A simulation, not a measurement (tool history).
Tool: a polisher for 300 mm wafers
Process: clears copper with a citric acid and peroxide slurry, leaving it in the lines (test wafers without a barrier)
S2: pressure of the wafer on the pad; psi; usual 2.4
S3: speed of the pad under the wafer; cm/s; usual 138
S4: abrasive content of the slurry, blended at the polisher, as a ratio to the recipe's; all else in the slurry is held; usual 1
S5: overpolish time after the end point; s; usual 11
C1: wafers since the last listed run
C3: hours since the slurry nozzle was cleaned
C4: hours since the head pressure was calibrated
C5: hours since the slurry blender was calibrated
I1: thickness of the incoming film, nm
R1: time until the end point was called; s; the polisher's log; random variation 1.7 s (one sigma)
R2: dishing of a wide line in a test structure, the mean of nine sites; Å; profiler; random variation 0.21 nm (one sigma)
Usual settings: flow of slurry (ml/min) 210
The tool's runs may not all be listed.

{"run": 1, "hour": 0.0, "flow of slurry (ml/min)": 210, "S2": 2.4, "S3": 138, "S4": 1, "S5": 7, "C1": 0, "wafers polished on this pad": 307, "C3": 851.6, "C4": 730.4, "C5": 284.2, "I1": 268, "R1": 124.6, "R2": 122}
{"run": 2, "hour": 82.3, "flow of slurry (ml/min)": 210, "S2": 2.4, "S3": 138, "S4": 1, "S5": 11, "C1": 757, "wafers polished on this pad": 1065, "C3": 933.9, "C4": 812.7, "C5": 366.5, "I1": 263.8, "R1": 121.2, "R2": 182}
{"hour": 98.5, "done": "slurry nozzle cleaned"}
{"hour": 112.3, "done": "head pressure recalibrated"}
{"run": 3, "hour": 175.6, "flow of slurry (ml/min)": 210, "S2": 2.4, "S3": 138, "S4": 1, "S5": 11, "C1": 831, "wafers polished on this pad": 1896, "C3": 77.1, "C4": 63.3, "C5": 459.8, "I1": 266.2, "R1": 112.1, "R2": 200}
{"run": 4, "hour": 259.7, "flow of slurry (ml/min)": 210, "S2": 2.4, "S3": 138, "S4": 1, "S5": 11, "C1": 774, "wafers polished on this pad": 2671, "C3": 161.2, "C4": 147.4, "C5": 543.9, "I1": 266.2, "R1": 115, "R2": 197}
{"run": 5, "hour": 305.9, "flow of slurry (ml/min)": 210, "S2": 1.9, "S3": 138, "S4": 1, "S5": 11, "C1": 425, "wafers polished on this pad": 3096, "C3": 207.4, "C4": 193.6, "C5": 590.1, "I1": 263.7, "R1": 140.2, "R2": 155}
{"run": 6, "hour": 384.3, "flow of slurry (ml/min)": 210, "S2": 1.9, "S3": 138, "S4": 1, "S5": 11, "C1": 722, "wafers polished on this pad": 3818, "C3": 285.8, "C4": 272, "C5": 668.5, "I1": 265.8, "R1": 144.6, "R2": 160}
{"run": 7, "hour": 421.6, "flow of slurry (ml/min)": 275, "S2": 1.8, "S3": 164, "S4": 1.2, "S5": 11, "C1": 343, "wafers polished on this pad": 4162, "C3": 323.1, "C4": 309.3, "C5": 705.8, "I1": 270.5, "R1": 120.2, "R2": 188}
{"run": 8, "hour": 499.9, "flow of slurry (ml/min)": 210, "S2": 2.4, "S3": 138, "S4": 1, "S5": 11, "C1": 721, "wafers polished on this pad": 4883, "C3": 401.4, "C4": 387.6, "C5": 784.1, "I1": 262.8, "R1": 114.5, "R2": 194}
{"hour": 532.2, "done": "slurry blender recalibrated"}
{"run": 9, "hour": 554.5, "flow of slurry (ml/min)": 210, "S2": 2.1, "S3": 176, "S4": 1, "S5": 11, "C1": 484, "wafers polished on this pad": 5367, "C3": 456, "C4": 442.2, "C5": 22.3, "I1": 270.5, "R1": 105.4, "R2": 210}
{"run": 10, "hour": 636.4, "flow of slurry (ml/min)": 210, "S2": 2.7, "S3": 138, "S4": 1, "S5": 11, "C1": 754, "wafers polished on this pad": 6122, "C3": 537.9, "C4": 524.1, "C5": 104.2, "I1": 259.9, "R1": 104.3, "R2": 213}
{"run": 11, "hour": 698.0, "flow of slurry (ml/min)": 210, "S2": 2.4, "S3": 138, "S4": 1, "S5": 11, "C1": 567, "wafers polished on this pad": 6689, "C3": 599.5, "C4": 585.7, "C5": 165.8, "I1": 265.7, "R1": 119.4, "R2": 188}
{"run": 12, "hour": 736.1, "flow of slurry (ml/min)": 210, "S2": 1.7, "S3": 138, "S4": 1, "S5": 11, "C1": 350, "wafers polished on this pad": 7040, "C3": 637.6, "C4": 623.8, "C5": 203.9, "I1": 268.4, "R1": 169.6, "R2": 133}
{"hour": 787.0, "done": "worn pad replaced by a new one"}
{"hour": 889.6, "done": "slurry nozzle cleaned"}
{"hour": 948.4, "done": "head pressure recalibrated"}
{"run": 13, "hour": 1041.0, "flow of slurry (ml/min)": 210, "S2": 2.8, "S3": 138, "S4": 1, "S5": 14, "C1": 2743, "wafers polished on this pad": 2311, "C3": 151.4, "C4": 92.6, "C5": 508.8, "I1": 271.1, "R1": 100.3, "R2": 285}
{"run": 14, "hour": 1126.8, "flow of slurry (ml/min)": 210, "S2": 2.4, "S3": 138, "S4": 0.8, "S5": 11, "C1": 790, "wafers polished on this pad": 3101, "C3": 237.2, "C4": 178.4, "C5": 594.6, "I1": 260.8, "R1": 118.6, "R2": 183}
{"run": 15, "hour": 1199.9, "flow of slurry (ml/min)": 210, "S2": 2.4, "S3": 138, "S4": 1, "S5": 11, "C1": 673, "wafers polished on this pad": 3775, "C3": 310.3, "C4": 251.5, "C5": 667.7, "I1": 264.7, "R1": 112.5, "R2": 193}
{"run": 16, "hour": 1302.0, "flow of slurry (ml/min)": 210, "S2": 2.4, "S3": 138, "S4": 1, "S5": 11, "C1": 940, "wafers polished on this pad": 4715, "C3": 412.4, "C4": 353.6, "C5": 769.8, "I1": 263.8, "R1": 118.2, "R2": 191}
{"hour": 1373.4, "done": "slurry blender recalibrated"}
{"run": 17, "hour": 1394.6, "flow of slurry (ml/min)": 210, "S2": 2.4, "S3": 138, "S4": 1, "S5": 11, "C1": 834, "wafers polished on this pad": 5549, "C3": 505, "C4": 446.2, "C5": 21.2, "I1": 264.2, "R1": 118, "R2": 191}
{"hour": 1672.1, "done": "slurry nozzle cleaned"}
{"hour": 1683.7, "done": "worn pad replaced by a new one"}
{"run": 18, "hour": 1696.2, "flow of slurry (ml/min)": 210, "S2": 1.9, "S3": 138, "S4": 1, "S5": 8, "C1": 2731, "wafers polished on this pad": 115, "C3": 24.1, "C4": 747.8, "C5": 322.8, "I1": 267.7, "R1": 145.6, "R2": 116}
{"hour": 1709.1, "done": "head pressure recalibrated"}
{"run": 19, "hour": 1796.1, "flow of slurry (ml/min)": 210, "S2": 2.4, "S3": 138, "S4": 1, "S5": 11, "C1": 901, "wafers polished on this pad": 1017, "C3": 124, "C4": 87, "C5": 422.7, "I1": 267.5, "R1": 117.2, "R2": 196}
{"run": 20, "hour": 1861.8, "flow of slurry (ml/min)": 210, "S2": 2.4, "S3": 138, "S4": 1, "S5": 11, "C1": 605, "wafers polished on this pad": 1622, "C3": 189.7, "C4": 152.7, "C5": 488.4, "I1": 266.3, "R1": 115.2, "R2": 196}
{"run": 21, "hour": 1958.9, "flow of slurry (ml/min)": 145, "S2": 2.4, "S3": 172, "S4": 1, "S5": 11, "C1": 894, "wafers polished on this pad": 2516, "C3": 286.8, "C4": 249.8, "C5": 585.5, "I1": 267.5, "R1": 100.1, "R2": 223}
{"run": 22, "hour": 2127.0, "flow of slurry (ml/min)": 140, "S2": 2.4, "S3": 108, "S4": 1.25, "S5": 11, "C1": 1548, "wafers polished on this pad": 4064, "C3": 454.9, "C4": 417.9, "C5": 753.6, "I1": 263.6, "R1": 146.1, "R2": 154}
{"hour": 2151.3, "done": "slurry blender recalibrated"}
{"run": 23, "hour": 2185.6, "flow of slurry (ml/min)": 145, "S2": 2.9, "S3": 138, "S4": 0.8, "S5": 11, "C1": 521, "wafers polished on this pad": 4585, "C3": 513.5, "C4": 476.5, "C5": 34.3, "I1": 269.3, "R1": 115.6, "R2": 204}
{"run": 24, "hour": 2254.9, "flow of slurry (ml/min)": 185, "S2": 1.9, "S3": 96, "S4": 0.9, "S5": 11, "C1": 638, "wafers polished on this pad": 5224, "C3": 582.8, "C4": 545.8, "C5": 103.6, "I1": 263, "R1": 219.7, "R2": 103}
{"run": 25, "hour": 2308.7, "flow of slurry (ml/min)": 260, "S2": 2.4, "S3": 150, "S4": 1.2, "S5": 17, "C1": 495, "wafers polished on this pad": 5719, "C3": 636.6, "C4": 599.6, "C5": 157.4, "I1": 264.7, "R1": 98.7, "R2": 329}
{"run": 26, "hour": 2355.9, "flow of slurry (ml/min)": 280, "S2": 2.4, "S3": 180, "S4": 0.85, "S5": 9, "C1": 434, "wafers polished on this pad": 6154, "C3": 683.8, "C4": 646.8, "C5": 204.6, "I1": 268.2, "R1": 93.8, "R2": 196}
{"run": 27, "hour": 2396.4, "flow of slurry (ml/min)": 210, "S2": 2.4, "S3": 138, "S4": 1, "S5": 11, "C1": 372, "wafers polished on this pad": 6527, "C3": 724.3, "C4": 687.3, "C5": 245.1, "I1": 266.9, "R1": 121.1, "R2": 189}
{"run": 28, "hour": 2485.7, "flow of slurry (ml/min)": 210, "S2": 2.4, "S3": 138, "S4": 1.2, "S5": 18, "C1": 822, "wafers polished on this pad": 7349, "C3": 813.6, "C4": 776.6, "C5": 334.4, "I1": 262.3, "R1": 112.5, "R2": 304}
{"hour": 2500.8, "done": "worn pad replaced by a new one"}
{"run": 29, "hour": 2577.6, "flow of slurry (ml/min)": 210, "S2": 2.4, "S3": 114, "S4": 1, "S5": 11, "C1": 809, "wafers polished on this pad": 706, "C3": 905.5, "C4": 868.5, "C5": 426.3, "I1": 268.9, "R1": 151.7, "R2": 150}

3 ways to go on from here, each from the tool as it stands after run 29. What would each give?
{"run": "A", "hour": 2578.1, "flow of slurry (ml/min)": 210, "S2": 2.4, "S3": 138, "S4": 1, "S5": 11, "C1": 4, "wafers polished on this pad": 711, "C3": 906, "C4": 869, "C5": 426.8, "I1": 263.6, "R1": "?", "R2": "?"}
{"run": "B", "hour": 2578.1, "flow of slurry (ml/min)": 140, "S2": 2.4, "S3": 138, "S4": 1, "S5": 11, "C1": 4, "wafers polished on this pad": 711, "C3": 906, "C4": 869, "C5": 426.8, "I1": 263.6, "R1": "?", "R2": "?"}
{"run": "C", "hour": 2578.1, "flow of slurry (ml/min)": 185, "S2": 2.4, "S3": 94, "S4": 1, "S5": 11, "C1": 4, "wafers polished on this pad": 711, "C3": 906, "C4": 869, "C5": 426.8, "I1": 263.6, "R1": "?", "R2": "?"}

run=A R1=123.3 R2=184
run=B R1=133.9 R2=170
run=C R1=183.5 R2=126
Without the tool's hidden state the same runs would have given:
run=A R1=113.4 R2=199
run=B R1=119.3 R2=190
run=C R1=167.2 R2=138
